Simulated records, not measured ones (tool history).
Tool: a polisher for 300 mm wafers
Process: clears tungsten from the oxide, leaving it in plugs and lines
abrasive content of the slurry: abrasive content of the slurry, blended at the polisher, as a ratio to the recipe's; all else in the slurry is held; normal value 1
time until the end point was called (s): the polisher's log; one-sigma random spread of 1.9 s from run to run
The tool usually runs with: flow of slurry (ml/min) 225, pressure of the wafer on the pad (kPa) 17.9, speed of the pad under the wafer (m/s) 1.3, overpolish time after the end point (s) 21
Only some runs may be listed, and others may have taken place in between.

| run | hour | flow of slurry (ml/min) | pressure of the wafer on the pad (kPa) | speed of the pad under the wafer (m/s) | abrasive content of the slurry | overpolish time after the end point (s) | wafers since the last listed run | wafers polished on this pad | hours since the slurry nozzle was cleaned | hours since the head pressure was calibrated | hours since the slurry blender was calibrated | hours since the slurry got fresh peroxide | incoming thickness of the incoming film, nm | time until the end point was called (s) |
|---|---|---|---|---|---|---|---|---|---|---|---|---|---|---|
| 1 | 0 | 225 | 13.1 | 1.3 | 1 | 13 | 0 | 622 | 0.7 | 336.1 | 319.5 | 75.1 | 531.1 | 172.5 |
| 2 | 30 | 225 | 13.1 | 1.3 | 1 | 13 | 202 | 824 | 30.7 | 366.1 | 349.5 | 105.1 | 534 | 178.6 |
|  | 47.3 | slurry blender recalibrated |
|  | 59.4 | worn pad replaced by a new one |
| 3 | 59.9 | 225 | 17.9 | 1.3 | 1 | 21 | 160 | 3 | 60.6 | 396 | 12.6 | 135 | 525.7 | 114.3 |
| 4 | 90.7 | 165 | 17.9 | 1.3 | 1 | 16 | 207 | 210 | 91.4 | 426.8 | 43.4 | 165.8 | 525 | 126.8 |
|  | 97.4 | slurry tank refilled with fresh slurry and peroxide |
| 5 | 116.6 | 225 | 17.9 | 1.3 | 1 | 21 | 167 | 378 | 117.3 | 452.7 | 69.3 | 19.2 | 533 | 124.5 |
| 6 | 140.5 | 225 | 17.9 | 1.3 | 1 | 21 | 160 | 539 | 141.2 | 476.6 | 93.2 | 43.1 | 533.1 | 127.7 |
| 7 | 153.4 | 225 | 17.9 | 1.3 | 1 | 21 | 86 | 626 | 154.1 | 489.5 | 106.1 | 56 | 529.6 | 124.7 |
| 8 | 179.9 | 225 | 17.9 | 1.3 | 1 | 21 | 178 | 804 | 180.6 | 516 | 132.6 | 82.5 | 519.1 | 125.9 |
| 9 | 201.5 | 260 | 17.9 | 1.46 | 1 | 21 | 145 | 950 | 202.2 | 537.6 | 154.2 | 104.1 | 539.9 | 117.8 |
| 10 | 234.7 | 225 | 17.9 | 1.3 | 1 | 21 | 223 | 1173 | 235.4 | 570.8 | 187.4 | 137.3 | 521.1 | 129.4 |
|  | 244.6 | worn pad replaced by a new one |
|  | 255.2 | slurry nozzle cleaned |
|  | 273.3 | slurry tank refilled with fresh slurry and peroxide |
| 11 | 301.3 | 265 | 17.9 | 1.3 | 1 | 21 | 408 | 368 | 46.1 | 637.4 | 254 | 28 | 537.1 | 120.7 |
| 12 | 322.1 | 200 | 13.8 | 1.3 | 0.8 | 21 | 140 | 508 | 66.9 | 658.2 | 274.8 | 48.8 | 519.5 | 174 |
| 13 | 345.2 | 225 | 17.9 | 1.06 | 1.25 | 21 | 155 | 664 | 90 | 681.3 | 297.9 | 71.9 | 526.3 | 136.7 |
| 14 | 371.6 | 225 | 17.9 | 1.64 | 1 | 21 | 177 | 842 | 116.4 | 707.7 | 324.3 | 98.3 | 529.4 | 101.9 |
|  | 402.2 | worn pad replaced by a new one |
| 15 | 404.9 | 225 | 22.8 | 1.18 | 1 | 33 | 197 | 18 | 149.7 | 741 | 357.6 | 131.6 | 531.4 | 100.7 |
| 16 | 424.4 | 275 | 17.9 | 1.3 | 1 | 26 | 131 | 149 | 169.2 | 760.5 | 377.1 | 151.1 | 527.1 | 115.7 |
|  | 434 | slurry tank refilled with fresh slurry and peroxide |
| 17 | 437.5 | 225 | 17.9 | 1.3 | 1 | 21 | 81 | 231 | 182.3 | 773.6 | 390.2 | 3.5 | 530.7 | 122.1 |
| 18 | 470.9 | 225 | 13.1 | 1.64 | 1 | 25 | 224 | 456 | 215.7 | 807 | 423.6 | 36.9 | 523.2 | 131.3 |
| 19 | 500.7 | 225 | 24.1 | 1.52 | 1 | 21 | 200 | 656 | 245.5 | 836.8 | 453.4 | 66.7 | 533.7 | 80.4 |
|  | 503 | slurry blender recalibrated |
|  | 503.5 | head pressure recalibrated |
| 20 | 526.8 | 225 | 17.9 | 1.3 | 1 | 21 | 158 | 815 | 271.6 | 23.3 | 23.8 | 92.8 | 536.7 | 131.1 |
| 21 | 550.7 | 190 | 14.5 | 1.3 | 1 | 25 | 160 | 976 | 295.5 | 47.2 | 47.7 | 116.7 | 532.9 | 168.1 |
|  | 576.9 | worn pad replaced by a new one |
|  | 579.6 | slurry nozzle cleaned |
| 22 | 583.3 | 225 | 17.9 | 1.3 | 1 | 21 | 185 | 36 | 3.7 | 79.8 | 80.3 | 149.3 | 531.9 | 119.8 |
|  | 607.8 | slurry tank refilled with fresh slurry and peroxide |
| 23 | 674.8 | 225 | 17.9 | 1.3 | 1.25 | 21 | 609 | 645 | 95.2 | 171.3 | 171.8 | 67 | 523.6 | 115.5 |
| 24 | 692.7 | 185 | 17.9 | 1.3 | 1.25 | 17 | 120 | 766 | 113.1 | 189.2 | 189.7 | 84.9 | 528.9 | 120.1 |
| 25 | 719.6 | 265 | 17.9 | 1.72 | 1 | 21 | 181 | 947 | 140 | 216.1 | 216.6 | 111.8 | 526.1 | 96 |

Below, each run's measurement less what the same run would have read without the hidden state. Both values contain the same run-to-run variation, but the gauge's scatter may not be the same in both:
What the log doesn't record here: removal rate lost through wear of the pad, %; slurry flow missing at the pad, %; deviation of the head's pressure from its setpoint, %; abrasive missing from the slurry, %; peroxide lost from the slurry, %.
| run | time until the end point was called (s) |
|---|---|
| 1 | +13.2 |
| 2 | +17.2 |
| 3 | +0.9 |
| 4 | +3.6 |
| 5 | +5.7 |
| 6 | +7.9 |
| 7 | +8.8 |
| 8 | +11.1 |
| 9 | +12 |
| 10 | +16.1 |
| 11 | +4.8 |
| 12 | +9.4 |
| 13 | +9.5 |
| 14 | +8.9 |
| 15 | +1.6 |
| 16 | +3.3 |
| 17 | +4.6 |
| 18 | +7.8 |
| 19 | +6.4 |
| 20 | +12.7 |
| 21 | +18.9 |
| 22 | +1.7 |
| 23 | +8.6 |
| 24 | +10.4 |
| 25 | +10 |
